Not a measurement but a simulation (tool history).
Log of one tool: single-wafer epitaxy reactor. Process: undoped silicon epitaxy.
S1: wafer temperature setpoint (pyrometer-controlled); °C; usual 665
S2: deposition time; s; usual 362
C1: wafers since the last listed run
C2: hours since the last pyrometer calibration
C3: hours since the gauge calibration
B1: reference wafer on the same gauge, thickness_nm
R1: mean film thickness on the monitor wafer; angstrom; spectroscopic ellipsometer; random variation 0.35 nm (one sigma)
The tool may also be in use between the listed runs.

| run | hour | S1 | S2 | C1 | C2 | C3 | B1 | R1 |
|---|---|---|---|---|---|---|---|---|
| 1 | 0 | 665 | 323 | 0 | 1032.6 | 45.3 | 101.168 | 840.38 |
| 2 | 40.2 | 657 | 362 | 165 | 1072.8 | 85.5 | 101.212 | 815.72 |
| 3 | 65.8 | 665 | 390 | 105 | 1098.4 | 111.1 | 101.195 | 1022.65 |
| 4 | 93.3 | 665 | 390 | 113 | 1125.9 | 138.6 | 101.234 | 1021.42 |
| 5 | 141.2 | 665 | 390 | 197 | 1173.8 | 186.5 | 101.161 | 1032.44 |
| 6 | 200.4 | 665 | 362 | 243 | 1233 | 245.7 | 101.223 | 951.94 |
| 7 | 270.7 | 665 | 362 | 289 | 1303.3 | 316 | 101.186 | 952.99 |
| 8 | 334.1 | 665 | 304 | 260 | 1366.7 | 379.4 | 101.301 | 799.25 |
| 9 | 388.2 | 665 | 304 | 222 | 1420.8 | 433.5 | 101.202 | 802.82 |
| 10 | 417.3 | 656 | 362 | 119 | 1449.9 | 462.6 | 101.207 | 801.59 |
| 11 | 468.9 | 656 | 362 | 212 | 1501.5 | 514.2 | 101.312 | 808.07 |
| 12 | 493 | 656 | 362 | 99 | 1525.6 | 538.3 | 101.235 | 812.12 |
| 13 | 539.2 | 665 | 362 | 190 | 1571.8 | 584.5 | 101.197 | 961.66 |
| 14 | 601.7 | 665 | 362 | 257 | 1634.3 | 647 | 101.155 | 965.32 |
| 15 | 625.8 | 665 | 362 | 99 | 1658.4 | 671.1 | 101.233 | 964.87 |
| 16 | 688.6 | 665 | 333 | 258 | 1721.2 | 733.9 | 101.272 | 887.24 |
| 17 | 754.7 | 650 | 385 | 271 | 1787.3 | 800 | 101.189 | 776.58 |
| 18 | 790.6 | 665 | 362 | 147 | 1823.2 | 835.9 | 101.097 | 964.49 |
| 19 | 829.2 | 677 | 433 | 158 | 1861.8 | 874.5 | 101.137 | 1436.08 |
| 20 | 874.4 | 656 | 362 | 185 | 1907 | 919.7 | 101.21 | 818.46 |
| 21 | 945.4 | 656 | 415 | 292 | 1978 | 990.7 | 101.257 | 941.66 |
| 22 | 979.6 | 665 | 304 | 140 | 2012.2 | 1024.9 | 101.153 | 809.24 |
|  | 1009.4 | gauge calibrated |
| 23 | 1024.4 | 665 | 362 | 184 | 2057 | 15 | 101.206 | 970.96 |
| 24 | 1088.6 | 652 | 394 | 264 | 2121.2 | 79.2 | 101.207 | 830.99 |
|  | 1127.1 | pyrometer calibrated |
| 25 | 1158.4 | 655 | 317 | 254 | 31.3 | 149 | 101.182 | 677.57 |
| 26 | 1227.2 | 676 | 422 | 283 | 100.1 | 217.8 | 101.121 | 1337.98 |
| 27 | 1293.7 | 654 | 388 | 273 | 166.6 | 284.3 | 101.262 | 817.44 |
| 28 | 1340.7 | 658 | 423 | 193 | 213.6 | 331.3 | 101.213 | 964.74 |
| 29 | 1374.2 | 657 | 362 | 137 | 247.1 | 364.8 | 101.187 | 808.25 |
| 30 | 1413.3 | 665 | 362 | 160 | 286.2 | 403.9 | 101.233 | 936.18 |

The same runs without the tool's hidden state, with the same run-to-run variation:
The hidden state here: wafer temperature above the value expected at the setpoint (K); gauge reads high (%).
| run | R1 |
|---|---|
| 1 | 820.06 |
| 2 | 794.9 |
| 3 | 996.3 |
| 4 | 994.43 |
| 5 | 1003.97 |
| 6 | 924.34 |
| 7 | 923.77 |
| 8 | 773.53 |
| 9 | 775.95 |
| 10 | 773.75 |
| 11 | 779 |
| 12 | 782.43 |
| 13 | 926.03 |
| 14 | 928.13 |
| 15 | 927.14 |
| 16 | 851.23 |
| 17 | 742.94 |
| 18 | 923.03 |
| 19 | 1374.41 |
| 20 | 781.05 |
| 21 | 897.03 |
| 22 | 770.87 |
| 23 | 923.9 |
| 24 | 788.47 |
| 25 | 668.73 |
| 26 | 1319 |
| 27 | 804.01 |
| 28 | 947.9 |
| 29 | 793.45 |
| 30 | 918.41 |
